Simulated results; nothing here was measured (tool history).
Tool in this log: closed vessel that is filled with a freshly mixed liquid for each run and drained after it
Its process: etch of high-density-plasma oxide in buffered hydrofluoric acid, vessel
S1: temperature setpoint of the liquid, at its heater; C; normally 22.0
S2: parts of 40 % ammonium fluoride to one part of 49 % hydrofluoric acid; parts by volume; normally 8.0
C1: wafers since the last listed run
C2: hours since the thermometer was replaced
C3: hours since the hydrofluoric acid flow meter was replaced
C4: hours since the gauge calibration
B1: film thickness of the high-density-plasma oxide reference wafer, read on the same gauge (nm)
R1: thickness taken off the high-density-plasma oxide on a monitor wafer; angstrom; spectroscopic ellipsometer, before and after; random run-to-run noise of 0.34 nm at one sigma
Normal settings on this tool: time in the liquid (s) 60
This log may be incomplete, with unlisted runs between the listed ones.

run 1 hour=0.0 | S1=22.0 S2=8.0 time_in_the_liquid_(s)=60 | C1=0 C2=2353.8 C3=1260.2 C4=76.6 | B1=130.03 | R1=757.5
run 2 hour=8.5 | S1=22.0 S2=8.0 time_in_the_liquid_(s)=60 | C1=588 C2=2362.3 C3=1268.7 C4=85.1 | B1=130.00 | R1=753.6
run 3 hour=41.8 | S1=22.0 S2=8.0 time_in_the_liquid_(s)=60 | C1=2306 C2=2395.6 C3=1302.0 C4=118.4 | B1=130.00 | R1=747.1
run 4 hour=51.0 | S1=22.0 S2=8.0 time_in_the_liquid_(s)=60 | C1=637 C2=2404.8 C3=1311.2 C4=127.6 | B1=130.02 | R1=755.5
run 5 hour=61.0 | S1=22.0 S2=8.0 time_in_the_liquid_(s)=60 | C1=692 C2=2414.8 C3=1321.2 C4=137.6 | B1=129.97 | R1=748.7
-- hour=70.2 thermometer replaced
run 6 hour=73.6 | S1=22.0 S2=8.0 time_in_the_liquid_(s)=60 | C1=803 C2=3.4 C3=1333.8 C4=150.2 | B1=130.01 | R1=748.4
-- hour=76.7 hydrofluoric acid flow meter replaced
run 7 hour=88.3 | S1=22.0 S2=8.0 time_in_the_liquid_(s)=60 | C1=949 C2=18.1 C3=11.6 C4=164.9 | B1=130.01 | R1=698.2
run 8 hour=95.1 | S1=22.0 S2=8.0 time_in_the_liquid_(s)=60 | C1=471 C2=24.9 C3=18.4 C4=171.7 | B1=129.97 | R1=698.6
-- hour=96.6 gauge calibrated
run 9 hour=103.6 | S1=22.0 S2=8.0 time_in_the_liquid_(s)=60 | C1=588 C2=33.4 C3=26.9 C4=7.0 | B1=129.99 | R1=703.3
run 10 hour=110.8 | S1=19.0 S2=10.5 time_in_the_liquid_(s)=60 | C1=498 C2=40.6 C3=34.1 C4=14.2 | B1=130.02 | R1=458.8
run 11 hour=126.2 | S1=20.0 S2=9.5 time_in_the_liquid_(s)=85 | C1=1066 C2=56.0 C3=49.5 C4=29.6 | B1=130.02 | R1=761.2
-- hour=128.9 hydrofluoric acid flow meter replaced, repeated, since the last time left the tool worse
run 12 hour=135.5 | S1=27.0 S2=10.5 time_in_the_liquid_(s)=30 | C1=574 C2=65.3 C3=6.6 C4=38.9 | B1=129.99 | R1=417.2
run 13 hour=148.0 | S1=19.0 S2=10.5 time_in_the_liquid_(s)=60 | C1=865 C2=77.8 C3=19.1 C4=51.4 | B1=129.97 | R1=539.6
run 14 hour=161.3 | S1=22.0 S2=8.0 time_in_the_liquid_(s)=60 | C1=921 C2=91.1 C3=32.4 C4=64.7 | B1=130.01 | R1=815.9
run 15 hour=171.0 | S1=19.5 S2=8.0 time_in_the_liquid_(s)=60 | C1=671 C2=100.8 C3=42.1 C4=74.4 | B1=130.05 | R1=707.7
run 16 hour=185.0 | S1=26.5 S2=8.0 time_in_the_liquid_(s)=60 | C1=969 C2=114.8 C3=56.1 C4=88.4 | B1=130.01 | R1=1037.5
run 17 hour=200.6 | S1=19.0 S2=10.5 time_in_the_liquid_(s)=60 | C1=1080 C2=130.4 C3=71.7 C4=104.0 | B1=130.03 | R1=538.7
run 18 hour=211.9 | S1=22.0 S2=9.0 time_in_the_liquid_(s)=60 | C1=782 C2=141.7 C3=83.0 C4=115.3 | B1=129.95 | R1=715.5
run 19 hour=226.9 | S1=26.0 S2=5.5 time_in_the_liquid_(s)=75 | C1=1039 C2=156.7 C3=98.0 C4=130.3 | B1=130.00 | R1=1803.1

A few steps of R1 between consecutive runs. Split each: what settings, incoming material and random variation would produce without the hidden state, and what is left over for the hidden state, along with gauge scatter present in only one of the two compared results (measured, and without hidden state):
What the log doesn't record here: liquid hotter than its thermometer reads (K); hydrofluoric acid flow below the setpoint (%); gauge reads high (%).
Run 11 -> 12: S1 20.0 -> 27.0, S2 9.5 -> 10.5, time in the liquid (s) 85 -> 30, hydrofluoric acid flow meter replaced, repeated, since the last time left the tool worse. R1 -344.0 angstrom: hidden state +119.5, all else -463.5.
Run 18 -> 19: S1 22.0 -> 26.0, S2 9.0 -> 5.5, time in the liquid (s) 60 -> 75. R1 +1087.6 angstrom: hidden state -10.3, all else +1097.9.
